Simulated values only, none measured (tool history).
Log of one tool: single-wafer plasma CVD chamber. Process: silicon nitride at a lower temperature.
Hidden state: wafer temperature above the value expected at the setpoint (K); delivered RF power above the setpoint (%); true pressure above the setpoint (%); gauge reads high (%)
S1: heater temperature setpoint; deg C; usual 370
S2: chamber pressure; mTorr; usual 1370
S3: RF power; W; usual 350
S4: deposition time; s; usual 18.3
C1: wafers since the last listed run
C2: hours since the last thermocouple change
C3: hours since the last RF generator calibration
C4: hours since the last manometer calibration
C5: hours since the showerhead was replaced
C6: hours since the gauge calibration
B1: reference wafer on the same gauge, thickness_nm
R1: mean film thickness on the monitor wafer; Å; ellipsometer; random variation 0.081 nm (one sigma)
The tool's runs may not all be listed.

run   hour   S1    S2   S3    S4   C1      C2      C3      C4      C5     C6      B1      R1
  1    0.0  370  1370  350  20.5    0  1222.6  1205.2  1927.8  3996.8  476.9  18.488  228.29
       0.5  -- gauge calibrated
  2   16.0  370  1370  350  18.3  477  1238.6  1221.2  1943.8  4012.8   15.5  18.508  204.97
  3   28.4  370  1370  350  18.3  369  1251.0  1233.6  1956.2  4025.2   27.9  18.486  204.78
      47.2  -- RF generator calibrated
      53.9  -- showerhead replaced
  4   54.4  370  1370  350  18.3  337  1277.0     7.2  1982.2     0.5   53.9  18.515  200.62
  5   56.5  370  1370  350  18.3   62  1279.1     9.3  1984.3     2.6   56.0  18.507  200.04
  6   62.9  370  1370  350  18.3  190  1285.5    15.7  1990.7     9.0   62.4  18.513  200.77
      74.4  -- capacitance manometer re-zeroed and calibrated
  7   74.9  380  1150  350  20.0  119  1297.5    27.7     0.5    21.0   74.4  18.495  210.09
  8   80.1  370  1370  320  18.3  155  1302.7    32.9     5.7    26.2   79.6  18.475  191.12
  9   90.6  370  1370  350  18.3  313  1313.2    43.4    16.2    36.7   90.1  18.504  199.63
     102.3  -- thermocouple changed; heater temperature recalibrated
 10  102.8  370  1370  350  18.3  125     0.5    55.6    28.4    48.9  102.3  18.520  200.61
 11  118.8  363  1370  400  20.1  477    16.5    71.6    44.4    64.9  118.3  18.481  235.60
 12  132.8  366  1370  350  15.7  417    30.5    85.6    58.4    78.9  132.3  18.505  172.78
     151.3  -- RF generator calibrated, repeated, since the last time left the tool worse
 13  151.8  379  1370  350  20.9  328    49.5     0.5    77.4    97.9  151.3  18.522  238.95
 14  157.4  370  1370  350  18.3  167    55.1     6.1    83.0   103.5  156.9  18.503  208.21
 15  171.4  370  1630  350  21.1  417    69.1    20.1    97.0   117.5  170.9  18.524  248.50
 16  181.1  370  1370  350  18.3  289    78.8    29.8   106.7   127.2  180.6  18.477  210.47
 17  194.7  375  1600  310  18.3  405    92.4    43.4   120.3   140.8  194.2  18.513  202.92
 18  204.9  361  1370  350  18.3  304   102.6    53.6   130.5   151.0  204.4  18.486  209.44
 19  214.3  370  1370  350  18.3  280   112.0    63.0   139.9   160.4  213.8  18.510  209.65

Forecast run 20:
 20  230.3  379  1370  385  18.3  477  128.0  79.0  155.9  176.4  229.8   ?   ?

{"run 20": {"B1": 18.494, "R1": 217.3}}
Without the tool's hidden state the same run would have given R1 218.50 Å.

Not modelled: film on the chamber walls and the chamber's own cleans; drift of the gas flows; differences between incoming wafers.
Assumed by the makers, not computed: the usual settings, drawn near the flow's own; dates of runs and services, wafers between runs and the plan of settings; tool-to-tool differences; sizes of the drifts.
